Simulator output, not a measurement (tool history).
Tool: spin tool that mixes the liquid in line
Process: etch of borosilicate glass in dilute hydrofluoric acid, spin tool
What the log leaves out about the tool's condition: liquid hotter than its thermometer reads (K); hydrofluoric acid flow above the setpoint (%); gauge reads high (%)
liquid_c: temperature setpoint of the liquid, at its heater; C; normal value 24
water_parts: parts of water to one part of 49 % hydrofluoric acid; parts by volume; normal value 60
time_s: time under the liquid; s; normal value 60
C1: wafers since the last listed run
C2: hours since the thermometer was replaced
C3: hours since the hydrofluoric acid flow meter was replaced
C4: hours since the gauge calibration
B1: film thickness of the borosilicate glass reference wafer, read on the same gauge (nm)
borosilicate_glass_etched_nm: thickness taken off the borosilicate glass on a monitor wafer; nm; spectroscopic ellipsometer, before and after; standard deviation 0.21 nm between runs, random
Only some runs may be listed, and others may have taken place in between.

Run 1, day 0: usual settings; C1 0; C2 1381.5; C3 588.3; C4 133.3; B1 119.96. Result: borosilicate_glass_etched_nm 33.1 nm.
Run 2, day 1.325: usual settings but water_parts 35 parts by volume; C1 309; C2 1413.3; C3 620.1; C4 165.1; B1 120.01. Result: borosilicate_glass_etched_nm 58.05 nm.
Run 3, day 2.25: usual settings; C1 215; C2 1435.5; C3 642.3; C4 187.3; B1 120.02. Result: borosilicate_glass_etched_nm 32.6 nm.
Run 4, day 2.767: usual settings; C1 120; C2 1447.9; C3 654.7; C4 199.7; B1 119.98. Result: borosilicate_glass_etched_nm 33.08 nm.
Run 5, day 6.921: usual settings but water_parts 70 parts by volume; C1 969; C2 1547.6; C3 754.4; C4 299.4; B1 119.99. Result: borosilicate_glass_etched_nm 28.2 nm.
Run 6, day 7.538: usual settings but water_parts 70 parts by volume; C1 143; C2 1562.4; C3 769.2; C4 314.2; B1 120.01. Result: borosilicate_glass_etched_nm 27.67 nm.
Run 7, day 8.067: usual settings but water_parts 70 parts by volume; C1 123; C2 1575.1; C3 781.9; C4 326.9; B1 120.02. Result: borosilicate_glass_etched_nm 27.83 nm.
Run 8, day 9.633: usual settings; C1 365; C2 1612.7; C3 819.5; C4 364.5; B1 120. Result: borosilicate_glass_etched_nm 33.33 nm.
Run 9, day 10.871: usual settings; C1 288; C2 1642.4; C3 849.2; C4 394.2; B1 120.01. Result: borosilicate_glass_etched_nm 33.4 nm.
At day 12.204: thermometer replaced.
Run 10, day 12.238: usual settings; C1 309; C2 0.8; C3 882; C4 427; B1 120. Result: borosilicate_glass_etched_nm 30.01 nm.
Run 11, day 13.717: usual settings; C1 345; C2 36.3; C3 917.5; C4 462.5; B1 120.02. Result: borosilicate_glass_etched_nm 30.08 nm.
Run 12, day 14.746: usual settings; C1 240; C2 61; C3 942.2; C4 487.2; B1 119.96. Result: borosilicate_glass_etched_nm 30.08 nm.
Run 13, day 15.654: usual settings but liquid_c 22 C; C1 211; C2 82.8; C3 964; C4 509; B1 120.01. Result: borosilicate_glass_etched_nm 27.8 nm.
Run 14, day 16.471: usual settings but liquid_c 22 C; C1 190; C2 102.4; C3 983.6; C4 528.6; B1 120. Result: borosilicate_glass_etched_nm 28.24 nm.
Run 15, day 17.779: usual settings; C1 305; C2 133.8; C3 1015; C4 560; B1 119.99. Result: borosilicate_glass_etched_nm 30.35 nm.
Run 16, day 19.112: usual settings; C1 311; C2 165.8; C3 1047; C4 592; B1 120.02. Result: borosilicate_glass_etched_nm 30.26 nm.
Run 17, day 19.871: usual settings but liquid_c 21 C, water_parts 50 parts by volume, time_s 80 s; C1 176; C2 184; C3 1065.2; C4 610.2; B1 120. Result: borosilicate_glass_etched_nm 43.34 nm.
Run 18, day 21.204: usual settings but liquid_c 22 C; C1 311; C2 216; C3 1097.2; C4 642.2; B1 120. Result: borosilicate_glass_etched_nm 28.38 nm.
At day 21.529: hydrofluoric acid flow meter replaced.
At day 21.625: gauge calibrated.
Run 19, day 22.125: usual settings but liquid_c 26 C, water_parts 70 parts by volume, time_s 30 s; C1 205; C2 238.1; C3 14.3; C4 12; B1 120. Result: borosilicate_glass_etched_nm 13.91 nm.
Run 20, day 22.958: usual settings but liquid_c 19.5 C, water_parts 80 parts by volume, time_s 35 s; C1 194; C2 258.1; C3 34.3; C4 32; B1 119.99. Result: borosilicate_glass_etched_nm 10.93 nm.
Run 21, day 23.692: usual settings but liquid_c 28 C, time_s 35 s; C1 171; C2 275.7; C3 51.9; C4 49.6; B1 119.99. Result: borosilicate_glass_etched_nm 20.68 nm.
Run 22, day 24.354: usual settings; C1 154; C2 291.6; C3 67.8; C4 65.5; B1 120. Result: borosilicate_glass_etched_nm 30.55 nm.
Run 23, day 25.633: usual settings but liquid_c 27.5 C, water_parts 85 parts by volume; C1 298; C2 322.3; C3 98.5; C4 96.2; B1 119.99. Result: borosilicate_glass_etched_nm 23.84 nm.
Run 24, day 26.238: usual settings but liquid_c 22 C, water_parts 75 parts by volume, time_s 45 s; C1 140; C2 336.8; C3 113; C4 110.7; B1 120.02. Result: borosilicate_glass_etched_nm 16.58 nm.
Run 25, day 27.588: usual settings; C1 315; C2 369.2; C3 145.4; C4 143.1; B1 120. Result: borosilicate_glass_etched_nm 30.48 nm.
Run 26, day 28.438: usual settings but water_parts 40 parts by volume; C1 198; C2 389.6; C3 165.8; C4 163.5; B1 120. Result: borosilicate_glass_etched_nm 47.36 nm.
Run 27, day 29.842: usual settings but liquid_c 29 C, water_parts 80 parts by volume; C1 327; C2 423.3; C3 199.5; C4 197.2; B1 120. Result: borosilicate_glass_etched_nm 27.25 nm.
Run 28, day 30.554: usual settings but water_parts 80 parts by volume; C1 166; C2 440.4; C3 216.6; C4 214.3; B1 120. Result: borosilicate_glass_etched_nm 22.6 nm.
Run 29, day 31.162: usual settings; C1 141; C2 455; C3 231.2; C4 228.9; B1 120.02. Result: borosilicate_glass_etched_nm 30.79 nm.
Run 30, day 32.346: usual settings; C1 276; C2 483.4; C3 259.6; C4 257.3; B1 120.03. Result: borosilicate_glass_etched_nm 31.02 nm.
Run 31, day 33.412: usual settings; C1 248; C2 509; C3 285.2; C4 282.9; B1 120. Result: borosilicate_glass_etched_nm 31.11 nm.
Run 32, day 34.683: usual settings but liquid_c 21.5 C, water_parts 35 parts by volume, time_s 70 s; C1 296; C2 539.5; C3 315.7; C4 313.4; B1 120. Result: borosilicate_glass_etched_nm 57.37 nm.
Run 33, day 35.771: usual settings; C1 253; C2 565.6; C3 341.8; C4 339.5; B1 120. Result: borosilicate_glass_etched_nm 31.32 nm.
Run 34, day 37.083: usual settings but time_s 70 s; C1 306; C2 597.1; C3 373.3; C4 371; B1 119.98. Result: borosilicate_glass_etched_nm 35.68 nm.

Forecast each of these 3 alternatives for the next run:
Run A, day 37.1: usual settings; C1 3; C2 597.5; C3 373.7; C4 371.4; B1 ?. Result: borosilicate_glass_etched_nm ?.
Run B, day 37.1: usual settings but liquid_c 19.5 C, water_parts 30 parts by volume, time_s 45 s; C1 3; C2 597.5; C3 373.7; C4 371.4; B1 ?. Result: borosilicate_glass_etched_nm ?.
Run C, day 37.1: usual settings but time_s 40 s; C1 3; C2 597.5; C3 373.7; C4 371.4; B1 ?. Result: borosilicate_glass_etched_nm ?.

run   B1  borosilicate_glass_etched_nm
  A  120                         31.32
  B  120                         40.48
  C  120                         20.88
Without the tool's unlogged condition, the same runs would have read:
run  borosilicate_glass_etched_nm
  A                         30.05
  B                         38.74
  C                         20.03
